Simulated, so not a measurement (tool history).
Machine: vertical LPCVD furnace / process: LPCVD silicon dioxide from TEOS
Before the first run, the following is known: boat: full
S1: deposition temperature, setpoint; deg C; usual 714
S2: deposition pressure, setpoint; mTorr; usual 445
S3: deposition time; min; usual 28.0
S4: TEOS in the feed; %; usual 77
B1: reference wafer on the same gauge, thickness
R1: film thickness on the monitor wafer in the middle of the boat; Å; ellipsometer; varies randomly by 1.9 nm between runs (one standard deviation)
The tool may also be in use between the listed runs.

run    hour   S1   S2    S3  S4      B1      R1
  1     0.0  714  445  28.0  85  386.92  3824.4
  2   141.8  714  445  28.0  85  383.45  3812.2
  3   195.8  714  445  28.0  85  382.51  3818.3
  4   255.2  714  445  28.0  77  382.09  3622.5
  5   288.0  714  445  28.0  77  381.73  3616.0
  6   329.1  720  445  28.0  77  381.04  4104.7
      375.0  -- TEOS flow controller replaced
      383.4  -- pressure gauge zeroed
  7   383.9  720  445  28.0  77  380.94  4120.2
      395.4  -- gauge calibrated
  8   431.0  714  445  28.0  77  392.42  3705.6
  9   496.0  714  445  28.0  77  392.41  3718.8
 10   538.0  714  445  28.0  77  391.05  3709.9
 11   567.7  714  445  28.0  77  390.80  3708.1
 12   602.8  714  445  28.0  77  388.96  3654.9
 13   637.7  714  445  28.0  77  389.41  3716.2
      669.4  -- thermocouples replaced and temperature profile calibrated
 14   676.7  714  400  28.0  77  389.01  3490.3
 15   723.1  714  520  21.0  84  389.05  3106.3
 16   757.8  714  545  36.0  90  388.68  5674.4
 17   784.3  703  445  38.5  66  386.71  3652.4
 18   811.1  702  540  28.0  77  387.34  3057.5
 19   863.7  714  370  24.0  77  386.24  2866.9
 20   927.2  721  445  28.0  77  384.64  4307.0
 21   959.4  714  480  28.0  77  383.84  3782.4
 22  1019.7  722  445  20.0  89  383.45  3335.0
 23  1052.0  714  535  28.0  77  382.80  3963.3
 24  1096.4  706  445  39.0  77  382.31  4196.6
 25  1141.8  703  445  38.5  66  381.44  3579.1
 26  1212.8  710  445  18.5  77  381.36  2170.7
 27  1247.0  705  555  32.0  89  380.57  4004.6

Run 28 has not been measured yet. What should we expect?
     1273.8  -- gauge calibrated
 28  1314.5  714  445  19.5  77   ?   ?

Logged for run 28: B1 395.16, R1 2589.1 Å.
If the tool had no hidden condition, the same run with the same run-to-run variation would have returned R1 2593.6 Å.
